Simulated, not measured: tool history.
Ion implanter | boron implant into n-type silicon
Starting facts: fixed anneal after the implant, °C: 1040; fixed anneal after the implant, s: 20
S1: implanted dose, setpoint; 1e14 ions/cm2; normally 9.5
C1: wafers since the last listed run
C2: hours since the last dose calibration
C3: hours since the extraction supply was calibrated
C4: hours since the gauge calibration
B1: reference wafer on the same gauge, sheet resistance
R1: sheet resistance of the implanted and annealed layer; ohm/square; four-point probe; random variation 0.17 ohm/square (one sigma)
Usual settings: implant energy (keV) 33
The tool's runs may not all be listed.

Run 1, hour 0: usual settings but S1 7.27 1e14 ions/cm2; C1 0; C2 1042.3; C3 4828; C4 843.9; B1 133.97. Result: R1 138.82 ohm/square.
Run 2, hour 24.1: usual settings but S1 7.27 1e14 ions/cm2; C1 441; C2 1066.4; C3 4852.1; C4 868; B1 134. Result: R1 138.48 ohm/square.
Run 3, hour 55.2: usual settings but implant energy (keV) 26; C1 569; C2 1097.5; C3 4883.2; C4 899.1; B1 134.02. Result: R1 112.73 ohm/square.
Run 4, hour 84.3: usual settings but S1 7.85 1e14 ions/cm2, implant energy (keV) 29.5; C1 532; C2 1126.6; C3 4912.3; C4 928.2; B1 133.95. Result: R1 131.63 ohm/square.
Run 5, hour 117.9: usual settings but S1 7.85 1e14 ions/cm2, implant energy (keV) 29.5; C1 615; C2 1160.2; C3 4945.9; C4 961.8; B1 133.94. Result: R1 131.35 ohm/square.
Run 6, hour 132.8: usual settings but S1 7.85 1e14 ions/cm2, implant energy (keV) 29.5; C1 272; C2 1175.1; C3 4960.8; C4 976.7; B1 134.01. Result: R1 131.49 ohm/square.
Run 7, hour 153.8: usual settings; C1 384; C2 1196.1; C3 4981.8; C4 997.7; B1 133.93. Result: R1 111.27 ohm/square.
At hour 160.9: gauge calibrated.
Run 8, hour 182.2: usual settings but S1 10.59 1e14 ions/cm2; C1 519; C2 1224.5; C3 5010.2; C4 21.3; B1 133.98. Result: R1 101.27 ohm/square.
Run 9, hour 200.1: usual settings but implant energy (keV) 35.5; C1 327; C2 1242.4; C3 5028.1; C4 39.2; B1 134.07. Result: R1 110.57 ohm/square.
Run 10, hour 217.3: usual settings; C1 314; C2 1259.6; C3 5045.3; C4 56.4; B1 134.07. Result: R1 111.02 ohm/square.
Run 11, hour 242.6: usual settings; C1 463; C2 1284.9; C3 5070.6; C4 81.7; B1 133.99. Result: R1 110.98 ohm/square.
Run 12, hour 266.5: usual settings; C1 437; C2 1308.8; C3 5094.5; C4 105.6; B1 133.97. Result: R1 111.08 ohm/square.
Run 13, hour 279.4: usual settings; C1 236; C2 1321.7; C3 5107.4; C4 118.5; B1 133.98. Result: R1 110.8 ohm/square.
Run 14, hour 307.3: usual settings; C1 510; C2 1349.6; C3 5135.3; C4 146.4; B1 134.02. Result: R1 110.91 ohm/square.
Run 15, hour 343.1: usual settings; C1 655; C2 1385.4; C3 5171.1; C4 182.2; B1 133.98. Result: R1 111.11 ohm/square.
Run 16, hour 357.3: usual settings but S1 8.52 1e14 ions/cm2, implant energy (keV) 41.5; C1 259; C2 1399.6; C3 5185.3; C4 196.4; B1 133.99. Result: R1 119.25 ohm/square.
Run 17, hour 373.3: usual settings but S1 7.13 1e14 ions/cm2, implant energy (keV) 37.5; C1 292; C2 1415.6; C3 5201.3; C4 212.4; B1 133.95. Result: R1 139.1 ohm/square.
Run 18, hour 397.5: usual settings but S1 10.51 1e14 ions/cm2, implant energy (keV) 36; C1 443; C2 1439.8; C3 5225.5; C4 236.6; B1 133.98. Result: R1 101.45 ohm/square.
Run 19, hour 417.4: usual settings but S1 7.63 1e14 ions/cm2, implant energy (keV) 40; C1 364; C2 1459.7; C3 5245.4; C4 256.5; B1 134. Result: R1 130.8 ohm/square.
Run 20, hour 439.8: usual settings but S1 11.38 1e14 ions/cm2, implant energy (keV) 44.5; C1 410; C2 1482.1; C3 5267.8; C4 278.9; B1 134.04. Result: R1 93.23 ohm/square.
Run 21, hour 460.2: usual settings but S1 7.06 1e14 ions/cm2, implant energy (keV) 39.5; C1 373; C2 1502.5; C3 5288.2; C4 299.3; B1 133.97. Result: R1 139.32 ohm/square.
Run 22, hour 508.1: usual settings but S1 8.75 1e14 ions/cm2; C1 876; C2 1550.4; C3 5336.1; C4 347.2; B1 133.95. Result: R1 119.19 ohm/square.
At hour 516.5: Faraday cup replaced and dose calibrated.
Run 23, hour 534.3: usual settings but S1 10.88 1e14 ions/cm2, implant energy (keV) 42; C1 333; C2 17.8; C3 5362.3; C4 373.4; B1 133.98. Result: R1 99.29 ohm/square.
Run 24, hour 557.7: usual settings but S1 12.21 1e14 ions/cm2, implant energy (keV) 44.5; C1 428; C2 41.2; C3 5385.7; C4 396.8; B1 134.03. Result: R1 89.3 ohm/square.
Run 25, hour 570.3: usual settings but implant energy (keV) 22; C1 230; C2 53.8; C3 5398.3; C4 409.4; B1 133.96. Result: R1 116.52 ohm/square.
Run 26, hour 602.9: usual settings but S1 11.36 1e14 ions/cm2, implant energy (keV) 24.5; C1 596; C2 86.4; C3 5430.9; C4 442; B1 133.99. Result: R1 99.31 ohm/square.
At hour 612.4: extraction supply calibrated.
Run 27, hour 638.7: usual settings; C1 508; C2 122.2; C3 26.3; C4 477.8; B1 134. Result: R1 112.46 ohm/square.
Run 28, hour 673: usual settings but S1 10.33 1e14 ions/cm2; C1 627; C2 156.5; C3 60.6; C4 512.1; B1 133.99. Result: R1 104.86 ohm/square.
Run 29, hour 708.8: usual settings but S1 11.83 1e14 ions/cm2, implant energy (keV) 42.5; C1 655; C2 192.3; C3 96.4; C4 547.9; B1 134.01. Result: R1 91.68 ohm/square.
Run 30, hour 724: usual settings; C1 278; C2 207.5; C3 111.6; C4 563.1; B1 134. Result: R1 112.41 ohm/square.
Run 31, hour 742.6: usual settings but S1 6.73 1e14 ions/cm2, implant energy (keV) 27.5; C1 340; C2 226.1; C3 130.2; C4 581.7; B1 134. Result: R1 152.54 ohm/square.
Run 32, hour 772: usual settings but implant energy (keV) 44; C1 538; C2 255.5; C3 159.6; C4 611.1; B1 133.97. Result: R1 109.74 ohm/square.
Run 33, hour 797.8: usual settings but S1 10.33 1e14 ions/cm2; C1 472; C2 281.3; C3 185.4; C4 636.9; B1 134.02. Result: R1 104.7 ohm/square.
Run 34, hour 818.9: usual settings but S1 7.97 1e14 ions/cm2; C1 386; C2 302.4; C3 206.5; C4 658; B1 134.01. Result: R1 129.89 ohm/square.
Run 35, hour 847: usual settings but S1 6.68 1e14 ions/cm2, implant energy (keV) 42.5; C1 514; C2 330.5; C3 234.6; C4 686.1; B1 134.01. Result: R1 145.78 ohm/square.
Run 36, hour 865: usual settings but S1 7.35 1e14 ions/cm2, implant energy (keV) 38; C1 329; C2 348.5; C3 252.6; C4 704.1; B1 134.06. Result: R1 136.59 ohm/square.
Run 37, hour 880.1: usual settings; C1 276; C2 363.6; C3 267.7; C4 719.2; B1 133.93. Result: R1 111.96 ohm/square.

Predict each of these 4 candidate next runs independently; none follows another, all start after run 37:
Run A, hour 880.5: usual settings but implant energy (keV) 41; C1 7; C2 364; C3 268.1; C4 719.6; B1 ?. Result: R1 ?.
Run B, hour 880.5: usual settings but S1 7.49 1e14 ions/cm2, implant energy (keV) 26; C1 7; C2 364; C3 268.1; C4 719.6; B1 ?. Result: R1 ?.
Run C, hour 880.5: usual settings but S1 11.81 1e14 ions/cm2, implant energy (keV) 29.5; C1 7; C2 364; C3 268.1; C4 719.6; B1 ?. Result: R1 ?.
Run D, hour 880.5: usual settings but S1 7.93 1e14 ions/cm2, implant energy (keV) 22.5; C1 7; C2 364; C3 268.1; C4 719.6; B1 ?. Result: R1 ?.

run      B1      R1
  A  134.01  109.81
  B  134.01  139.19
  C  134.01    93.6
  D  134.01  134.34
Without the tool's hidden state the same runs would have given:
run      R1
  A  110.81
  B  140.49
  C   94.49
  D  135.62
